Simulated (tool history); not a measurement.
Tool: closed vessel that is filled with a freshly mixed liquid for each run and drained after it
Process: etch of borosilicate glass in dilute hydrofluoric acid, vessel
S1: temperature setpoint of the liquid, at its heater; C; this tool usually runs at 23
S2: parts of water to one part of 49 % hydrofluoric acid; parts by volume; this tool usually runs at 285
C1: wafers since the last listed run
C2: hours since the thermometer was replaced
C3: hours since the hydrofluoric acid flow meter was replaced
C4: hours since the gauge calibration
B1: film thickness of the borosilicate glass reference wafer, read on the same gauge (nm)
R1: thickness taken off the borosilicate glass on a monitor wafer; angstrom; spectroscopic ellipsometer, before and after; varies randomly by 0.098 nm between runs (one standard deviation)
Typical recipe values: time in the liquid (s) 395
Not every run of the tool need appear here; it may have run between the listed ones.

run 1 hour=0 | S1=23 S2=285 time_in_the_liquid_(s)=395 | C1=0 C2=155.5 C3=1036.6 C4=223.8 | B1=80 | R1=169.3
run 2 hour=64.7 | S1=23 S2=285 time_in_the_liquid_(s)=395 | C1=4134 C2=220.2 C3=1101.3 C4=288.5 | B1=80.01 | R1=167.4
run 3 hour=150.6 | S1=23 S2=285 time_in_the_liquid_(s)=395 | C1=5489 C2=306.1 C3=1187.2 C4=374.4 | B1=80.03 | R1=166.5
run 4 hour=207.3 | S1=23 S2=285 time_in_the_liquid_(s)=395 | C1=3623 C2=362.8 C3=1243.9 C4=431.1 | B1=80.03 | R1=167.4
run 5 hour=248.9 | S1=23 S2=285 time_in_the_liquid_(s)=395 | C1=2658 C2=404.4 C3=1285.5 C4=472.7 | B1=79.99 | R1=168.4
run 6 hour=343.5 | S1=23 S2=285 time_in_the_liquid_(s)=395 | C1=6045 C2=499 C3=1380.1 C4=567.3 | B1=79.96 | R1=165.9
-- hour=375.9 hydrofluoric acid flow meter replaced
run 7 hour=389.8 | S1=23 S2=285 time_in_the_liquid_(s)=395 | C1=2894 C2=545.3 C3=13.9 C4=613.6 | B1=80 | R1=178.4
-- hour=415.7 thermometer replaced
run 8 hour=459.8 | S1=26 S2=425 time_in_the_liquid_(s)=315 | C1=4409 C2=44.1 C3=83.9 C4=683.6 | B1=80.02 | R1=91.5

Run 9 is up next; what results do you expect?
run 9 hour=551.1 | S1=23 S2=285 time_in_the_liquid_(s)=395 | C1=5834 C2=135.4 C3=175.2 C4=774.9 | B1=? | R1=?

Run 9 came out at B1 80.04, R1 178.1 angstrom.
Without the tool's hidden state the same run would have given R1 180 angstrom.
